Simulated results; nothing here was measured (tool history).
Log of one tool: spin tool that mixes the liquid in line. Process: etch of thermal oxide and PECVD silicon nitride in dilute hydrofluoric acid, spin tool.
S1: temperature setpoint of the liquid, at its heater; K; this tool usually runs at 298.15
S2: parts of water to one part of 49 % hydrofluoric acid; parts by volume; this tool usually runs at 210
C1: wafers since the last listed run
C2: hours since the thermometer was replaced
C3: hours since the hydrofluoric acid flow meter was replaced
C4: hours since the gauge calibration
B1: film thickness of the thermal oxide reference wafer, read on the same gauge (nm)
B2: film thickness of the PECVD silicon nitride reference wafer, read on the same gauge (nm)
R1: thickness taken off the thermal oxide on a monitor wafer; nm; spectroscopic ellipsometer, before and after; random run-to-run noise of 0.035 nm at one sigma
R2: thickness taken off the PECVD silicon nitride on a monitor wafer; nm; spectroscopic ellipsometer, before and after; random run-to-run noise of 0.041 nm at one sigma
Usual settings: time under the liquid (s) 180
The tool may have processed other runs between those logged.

{"run": 1, "hour": 0.0, "S1": 298.15, "S2": 210, "time under the liquid (s)": 180, "C1": 0, "C2": 569.5, "C3": 530.0, "C4": 257.3, "B1": 149.988, "B2": 130.012, "R1": 3.412, "R2": 1.756}
{"run": 2, "hour": 47.4, "S1": 298.15, "S2": 210, "time under the liquid (s)": 180, "C1": 292, "C2": 616.9, "C3": 577.4, "C4": 304.7, "B1": 149.996, "B2": 130.025, "R1": 3.407, "R2": 1.717}
{"run": 3, "hour": 112.9, "S1": 298.15, "S2": 210, "time under the liquid (s)": 180, "C1": 404, "C2": 682.4, "C3": 642.9, "C4": 370.2, "B1": 150.009, "B2": 130.018, "R1": 3.434, "R2": 1.691}
{"run": 4, "hour": 182.1, "S1": 298.15, "S2": 210, "time under the liquid (s)": 180, "C1": 427, "C2": 751.6, "C3": 712.1, "C4": 439.4, "B1": 149.997, "B2": 129.986, "R1": 3.333, "R2": 1.783}
{"run": 5, "hour": 239.1, "S1": 300.65, "S2": 210, "time under the liquid (s)": 180, "C1": 351, "C2": 808.6, "C3": 769.1, "C4": 496.4, "B1": 149.983, "B2": 129.984, "R1": 3.71, "R2": 2.037}
{"hour": 246.5, "done": "thermometer replaced"}
{"run": 6, "hour": 307.2, "S1": 298.15, "S2": 210, "time under the liquid (s)": 180, "C1": 414, "C2": 60.7, "C3": 837.2, "C4": 564.5, "B1": 150.035, "B2": 130.003, "R1": 3.304, "R2": 1.586}
{"run": 7, "hour": 459.7, "S1": 298.15, "S2": 140, "time under the liquid (s)": 180, "C1": 941, "C2": 213.2, "C3": 989.7, "C4": 717.0, "B1": 150.022, "B2": 130.022, "R1": 5.337, "R2": 2.536}
{"run": 8, "hour": 616.6, "S1": 298.15, "S2": 140, "time under the liquid (s)": 180, "C1": 968, "C2": 370.1, "C3": 1146.6, "C4": 873.9, "B1": 149.98, "B2": 129.995, "R1": 5.444, "R2": 2.568}
{"run": 9, "hour": 644.9, "S1": 298.15, "S2": 210, "time under the liquid (s)": 110, "C1": 174, "C2": 398.4, "C3": 1174.9, "C4": 902.2, "B1": 149.994, "B2": 130.004, "R1": 2.056, "R2": 1.021}
{"hour": 695.8, "done": "hydrofluoric acid flow meter replaced"}
{"run": 10, "hour": 708.3, "S1": 298.15, "S2": 210, "time under the liquid (s)": 180, "C1": 385, "C2": 461.8, "C3": 12.5, "C4": 965.6, "B1": 150.031, "B2": 130.024, "R1": 3.323, "R2": 1.76}
{"run": 11, "hour": 759.4, "S1": 302.15, "S2": 155, "time under the liquid (s)": 280, "C1": 315, "C2": 512.9, "C3": 63.6, "C4": 1016.7, "B1": 150.009, "B2": 130.002, "R1": 8.744, "R2": 4.663}
{"hour": 769.9, "done": "gauge calibrated"}
{"run": 12, "hour": 818.6, "S1": 296.65, "S2": 310, "time under the liquid (s)": 95, "C1": 365, "C2": 572.1, "C3": 122.8, "C4": 48.7, "B1": 149.987, "B2": 129.994, "R1": 1.031, "R2": 0.557}
{"run": 13, "hour": 872.2, "S1": 298.15, "S2": 210, "time under the liquid (s)": 180, "C1": 330, "C2": 625.7, "C3": 176.4, "C4": 102.3, "B1": 150.016, "B2": 130.009, "R1": 3.309, "R2": 1.742}
{"run": 14, "hour": 929.9, "S1": 298.15, "S2": 170, "time under the liquid (s)": 180, "C1": 356, "C2": 683.4, "C3": 234.1, "C4": 160.0, "B1": 150.018, "B2": 130.011, "R1": 4.288, "R2": 2.244}
{"hour": 949.9, "done": "thermometer replaced"}
{"run": 15, "hour": 980.0, "S1": 302.15, "S2": 300, "time under the liquid (s)": 230, "C1": 302, "C2": 30.1, "C3": 284.2, "C4": 210.1, "B1": 149.994, "B2": 130.0, "R1": 3.01, "R2": 1.873}
{"run": 16, "hour": 1039.1, "S1": 298.15, "S2": 295, "time under the liquid (s)": 180, "C1": 364, "C2": 89.2, "C3": 343.3, "C4": 269.2, "B1": 150.01, "B2": 130.016, "R1": 2.134, "R2": 1.145}
{"run": 17, "hour": 1079.3, "S1": 298.15, "S2": 210, "time under the liquid (s)": 180, "C1": 248, "C2": 129.4, "C3": 383.5, "C4": 309.4, "B1": 150.035, "B2": 130.015, "R1": 3.297, "R2": 1.688}
{"run": 18, "hour": 1120.1, "S1": 293.65, "S2": 120, "time under the liquid (s)": 285, "C1": 251, "C2": 170.2, "C3": 424.3, "C4": 350.2, "B1": 149.993, "B2": 130.037, "R1": 8.421, "R2": 3.449}
{"run": 19, "hour": 1150.7, "S1": 299.65, "S2": 130, "time under the liquid (s)": 250, "C1": 188, "C2": 200.8, "C3": 454.9, "C4": 380.8, "B1": 149.991, "B2": 130.02, "R1": 8.504, "R2": 4.212}
{"run": 20, "hour": 1196.5, "S1": 302.15, "S2": 210, "time under the liquid (s)": 85, "C1": 282, "C2": 246.6, "C3": 500.7, "C4": 426.6, "B1": 149.985, "B2": 129.979, "R1": 1.792, "R2": 1.044}
{"run": 21, "hour": 1229.8, "S1": 302.15, "S2": 120, "time under the liquid (s)": 180, "C1": 205, "C2": 279.9, "C3": 534.0, "C4": 459.9, "B1": 149.983, "B2": 130.009, "R1": 7.524, "R2": 3.615}
{"run": 22, "hour": 1255.1, "S1": 298.15, "S2": 175, "time under the liquid (s)": 135, "C1": 156, "C2": 305.2, "C3": 559.3, "C4": 485.2, "B1": 149.99, "B2": 129.991, "R1": 3.121, "R2": 1.568}
{"run": 23, "hour": 1283.7, "S1": 296.65, "S2": 245, "time under the liquid (s)": 180, "C1": 176, "C2": 333.8, "C3": 587.9, "C4": 513.8, "B1": 150.038, "B2": 130.0, "R1": 2.667, "R2": 1.345}
{"run": 24, "hour": 1308.2, "S1": 298.15, "S2": 135, "time under the liquid (s)": 260, "C1": 151, "C2": 358.3, "C3": 612.4, "C4": 538.3, "B1": 150.016, "B2": 130.02, "R1": 8.095, "R2": 3.764}

Take each entry between the runs: how does the hidden state at the last listed run before it differ from the hidden state at the first listed run after it?
Run 5 -> run 6: thermometer replaced (hour 246.5)
  liquid hotter than its thermometer reads (K): 1.44 -> 0.15
  what was measured, less what the result would be without the hidden state, R1: +0.183 -> +0.018 nm; R2: +0.170 -> +0.015 nm
Run 9 -> run 10: hydrofluoric acid flow meter replaced (hour 695.8)
  liquid hotter than its thermometer reads (K): 0.752 -> 0.865
  what was measured, less what the result would be without the hidden state, R1: +0.055 -> +0.102 nm; R2: +0.047 -> +0.092 nm
Run 11 -> run 12: gauge calibrated (hour 769.9)
  liquid hotter than its thermometer reads (K): 0.956 -> 1.06
  what was measured, less what the result would be without the hidden state, R1: +0.297 -> +0.038 nm; R2: +0.267 -> +0.035 nm
Run 14 -> run 15: thermometer replaced (hour 949.9)
  liquid hotter than its thermometer reads (K): 1.26 -> 0.158
  what was measured, less what the result would be without the hidden state, R1: +0.196 -> +0.016 nm; R2: +0.172 -> +0.017 nm
